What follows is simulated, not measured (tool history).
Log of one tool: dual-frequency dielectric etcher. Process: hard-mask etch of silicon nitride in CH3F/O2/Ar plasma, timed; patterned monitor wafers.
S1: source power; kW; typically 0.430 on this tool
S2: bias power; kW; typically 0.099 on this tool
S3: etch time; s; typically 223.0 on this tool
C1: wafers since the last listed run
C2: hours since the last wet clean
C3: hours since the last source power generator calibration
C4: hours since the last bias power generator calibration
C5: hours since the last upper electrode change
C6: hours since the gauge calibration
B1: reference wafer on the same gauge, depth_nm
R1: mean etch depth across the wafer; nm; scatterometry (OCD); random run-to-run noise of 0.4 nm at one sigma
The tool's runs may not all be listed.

run,hour,S1,S2,S3,C1,C2,C3,C4,C5,C6,B1,R1
1,0.0,0.340,0.099,268.5,0,527.5,1315.0,2386.8,2733.7,372.8,189.1,198.6
# hour 20.7: wet clean of the chamber
2,60.2,0.340,0.099,268.5,174,39.5,1375.2,2447.0,2793.9,433.0,189.0,198.0
3,86.0,0.340,0.099,268.5,114,65.3,1401.0,2472.8,2819.7,458.8,189.0,197.3
4,135.6,0.430,0.099,223.0,219,114.9,1450.6,2522.4,2869.3,508.4,189.0,179.2
5,203.5,0.430,0.099,223.0,300,182.8,1518.5,2590.3,2937.2,576.3,189.0,179.5
6,280.7,0.430,0.099,223.0,341,260.0,1595.7,2667.5,3014.4,653.5,189.0,178.1
# hour 319.2: gauge calibrated
7,330.6,0.430,0.099,223.0,220,309.9,1645.6,2717.4,3064.3,11.4,189.1,178.7
# hour 340.2: source power generator calibrated
# hour 344.7: bias power generator calibrated
8,387.8,0.530,0.099,177.0,217,367.1,47.6,43.1,3121.5,68.6,189.0,159.6
# hour 424.5: upper electrode replaced
9,447.7,0.430,0.089,203.0,158,427.0,107.5,103.0,23.2,128.5,189.0,162.0
# hour 460.3: source power generator calibrated, repeated, since the last time left the tool worse
10,478.1,0.340,0.099,268.5,116,457.4,17.8,133.4,53.6,158.9,188.9,200.3
11,509.7,0.330,0.078,196.5,139,489.0,49.4,165.0,85.2,190.5,189.0,132.3
# hour 535.6: wet clean of the chamber
12,543.6,0.430,0.099,223.0,43,8.0,83.3,198.9,119.1,224.4,188.9,181.0
13,587.4,0.460,0.118,223.0,193,51.8,127.1,242.7,162.9,268.2,188.9,199.0
14,642.2,0.350,0.099,168.0,242,106.6,181.9,297.5,217.7,323.0,188.9,126.4
15,682.3,0.430,0.110,223.0,177,146.7,222.0,337.6,257.8,363.1,188.9,189.4

Predict each of these 5 candidate next runs independently; none follows another, all start after run 15:
A,682.8,0.430,0.099,223.0,2,147.2,222.5,338.1,258.3,363.6,?,?
B,682.8,0.430,0.077,223.0,2,147.2,222.5,338.1,258.3,363.6,?,?
C,682.8,0.530,0.111,194.0,2,147.2,222.5,338.1,258.3,363.6,?,?
D,682.8,0.460,0.111,202.0,2,147.2,222.5,338.1,258.3,363.6,?,?
E,682.8,0.490,0.086,248.0,2,147.2,222.5,338.1,258.3,363.6,?,?

run,B1,R1
A,189.1,181.2
B,189.1,165.1
C,189.1,178.1
D,189.1,175.9
E,189.1,200.9
What these runs would have given with no unlogged condition in the tool:
run,R1
A,181.7
B,165.5
C,178.6
D,176.3
E,201.5
